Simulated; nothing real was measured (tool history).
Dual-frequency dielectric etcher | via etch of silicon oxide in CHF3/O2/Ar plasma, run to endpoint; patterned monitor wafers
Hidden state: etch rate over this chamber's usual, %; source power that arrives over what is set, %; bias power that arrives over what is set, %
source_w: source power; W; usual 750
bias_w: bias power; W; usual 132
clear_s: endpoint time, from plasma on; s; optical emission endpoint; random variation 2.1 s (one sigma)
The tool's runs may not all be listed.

run,hour,source_w,bias_w,wafers since the last listed run,hours since the last wet clean,hours since the last source power generator calibration,hours since the last bias power generator calibration,hours since the last upper electrode change,"incoming incoming film thickness, nm",clear_s
1,0,750,132,0,338.9,3748.8,3796.8,4455,601.9,270.3
2,9.9,750,132,47,348.8,3758.7,3806.7,4464.9,595.3,265.6
3,20.9,750,132,52,359.8,3769.7,3817.7,4475.9,594.7,261.9
4,32.8,750,119,57,371.7,3781.6,3829.6,4487.8,595,268.5
5,43.2,750,119,49,382.1,3792,3840,4498.2,600.7,273.6
6,58,750,132,71,396.9,3806.8,3854.8,4513,589.6,263
7,72.7,750,132,70,411.6,3821.5,3869.5,4527.7,592.8,259
8,115.8,750,132,207,454.7,3864.6,3912.6,4570.8,596.9,262.6
9,125.9,750,132,48,464.8,3874.7,3922.7,4580.9,592.3,262.6
10,140.2,690,106,68,479.1,3889,3937,4595.2,596.9,277.2
11,148.9,690,106,41,487.8,3897.7,3945.7,4603.9,595.1,279.3
# hour 157.8: source power generator calibrated
12,158.3,690,106,25,497.2,0.5,3955.1,4613.3,598.5,280.1
13,163.1,750,132,23,502,5.3,3959.9,4618.1,596.9,262.4
14,206.1,750,132,206,545,48.3,4002.9,4661.1,597.6,264.4
# hour 220.9: bias power generator calibrated
15,223.6,750,132,64,562.5,65.8,2.7,4678.6,599.7,265.5
16,236.1,750,132,60,575,78.3,15.2,4691.1,596.5,262.4
17,248.3,750,132,58,587.2,90.5,27.4,4703.3,593.7,261.2
18,262.5,810,100,68,601.4,104.7,41.6,4717.5,601.3,274
# hour 296.9: wet clean of the chamber
19,297.4,750,132,52,0.5,139.6,76.5,4752.4,594.2,273.3
20,297.8,840,122,1,0.9,140,76.9,4752.8,599.7,273.1
21,298.2,750,132,1,1.3,140.4,77.3,4753.2,593.7,273
22,306.6,930,154,40,9.7,148.8,85.7,4761.6,597.4,252.4
23,320.2,880,132,65,23.3,162.4,99.3,4775.2,594.4,261.2
# hour 346.8: upper electrode replaced
24,366.6,750,112,107,69.7,208.8,145.7,19.8,600.6,281.6
25,384.3,750,113,85,87.4,226.5,163.4,37.5,598.3,280
26,398.8,940,132,69,101.9,241,177.9,52,591.4,251.7
27,416.5,680,118,85,119.6,258.7,195.6,69.7,595.9,282.4
28,423.9,920,152,35,127,266.1,203,77.1,594.7,248
29,434,590,156,48,137.1,276.2,213.1,87.2,589.3,276
30,443.4,930,154,45,146.5,285.6,222.5,96.6,596.1,250.2
31,460.5,750,132,82,163.6,302.7,239.6,113.7,596.2,273.6
32,475.3,750,132,71,178.4,317.5,254.4,128.5,598.9,272.4
33,487,750,132,56,190.1,329.2,266.1,140.2,595,269.5

4 ways to go on from here, each from the tool as it stands after run 33. What would each give?
A,487.5,750,123,2,190.6,329.7,266.6,140.7,595.5,?
B,487.5,840,119,2,190.6,329.7,266.6,140.7,595.5,?
C,487.5,570,164,2,190.6,329.7,266.6,140.7,595.5,?
D,487.5,800,104,2,190.6,329.7,266.6,140.7,595.5,?

run,clear_s
A,272.5
B,266
C,275.8
D,275.4
Without the tool's hidden state the same runs would have given:
run,clear_s
A,275.1
B,268.5
C,278.4
D,278

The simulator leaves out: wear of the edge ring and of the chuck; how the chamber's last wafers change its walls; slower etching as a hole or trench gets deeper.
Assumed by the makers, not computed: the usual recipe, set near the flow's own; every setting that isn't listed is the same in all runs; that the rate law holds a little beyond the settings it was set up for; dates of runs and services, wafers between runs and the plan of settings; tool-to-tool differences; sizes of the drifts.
